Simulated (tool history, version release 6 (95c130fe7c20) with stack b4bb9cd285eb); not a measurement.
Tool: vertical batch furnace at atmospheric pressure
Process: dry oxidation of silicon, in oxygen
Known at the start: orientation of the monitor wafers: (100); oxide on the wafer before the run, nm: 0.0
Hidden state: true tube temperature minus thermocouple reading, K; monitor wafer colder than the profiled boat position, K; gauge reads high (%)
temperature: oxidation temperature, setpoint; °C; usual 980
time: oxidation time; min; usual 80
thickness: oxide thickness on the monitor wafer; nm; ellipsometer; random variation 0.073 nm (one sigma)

| run | hour | temperature | time | wafers since the last listed run | hours since the last temperature calibration | hours since the boat lift was adjusted | hours since the gauge calibration | read-back reference wafer on the same gauge, thickness | thickness |
|---|---|---|---|---|---|---|---|---|---|
| 1 | 0 | 980 | 63 | 0 | 5319.4 | 1525.7 | 87.1 | 41.08 | 41.77 |
| 2 | 37.2 | 980 | 80 | 586 | 5356.6 | 1562.9 | 124.3 | 41.05 | 48.88 |
| 3 | 56.8 | 980 | 80 | 308 | 5376.2 | 1582.5 | 143.9 | 41.03 | 48.85 |
| 4 | 75.7 | 980 | 80 | 297 | 5395.1 | 1601.4 | 162.8 | 40.96 | 48.67 |
| 5 | 89.3 | 980 | 80 | 214 | 5408.7 | 1615 | 176.4 | 40.97 | 48.71 |
| 6 | 101.9 | 980 | 80 | 198 | 5421.3 | 1627.6 | 189 | 40.95 | 48.74 |
| 7 | 116.8 | 980 | 80 | 234 | 5436.2 | 1642.5 | 203.9 | 40.91 | 48.69 |
| 8 | 132.1 | 993 | 80 | 241 | 5451.5 | 1657.8 | 219.2 | 40.87 | 54.84 |
|  | 157.6 | thermocouples replaced and temperature profile calibrated |
|  | 158.5 | gauge calibrated |
|  | 170.1 | boat lift adjusted |
| 9 | 170.6 | 980 | 80 | 30 | 13 | 0.5 | 12.1 | 41.08 | 48.96 |
| 10 | 175.8 | 960 | 62 | 81 | 18.2 | 5.7 | 17.3 | 41.06 | 35.22 |
| 11 | 190.8 | 962 | 55.5 | 236 | 33.2 | 20.7 | 32.3 | 41.06 | 33.37 |
| 12 | 212.1 | 987 | 118.5 | 335 | 54.5 | 42 | 53.6 | 41.06 | 68.15 |
| 13 | 230 | 959 | 80 | 282 | 72.4 | 59.9 | 71.5 | 41.02 | 41.37 |
| 14 | 237.8 | 980 | 80 | 122 | 80.2 | 67.7 | 79.3 | 41.02 | 48.74 |
| 15 | 249.6 | 1000 | 80 | 185 | 92 | 79.5 | 91.1 | 41.01 | 58.95 |

4 ways to go on from here, each from the tool as it stands after run 15. What would each give?
| A | 254.8 | 980 | 80 | 81 | 97.2 | 84.7 | 96.3 | ? | ? |
| B | 254.8 | 961 | 115.5 | 81 | 97.2 | 84.7 | 96.3 | ? | ? |
| C | 254.8 | 992 | 80 | 81 | 97.2 | 84.7 | 96.3 | ? | ? |
| D | 254.8 | 997 | 106.5 | 81 | 97.2 | 84.7 | 96.3 | ? | ? |

| run | read-back reference wafer on the same gauge, thickness | thickness |
|---|---|---|
| A | 41.01 | 48.83 |
| B | 41.01 | 54.31 |
| C | 41.01 | 54.49 |
| D | 41.01 | 69.61 |
Without the tool's hidden state the same runs would have given:
| run | thickness |
|---|---|
| A | 48.92 |
| B | 54.42 |
| C | 54.6 |
| D | 69.75 |
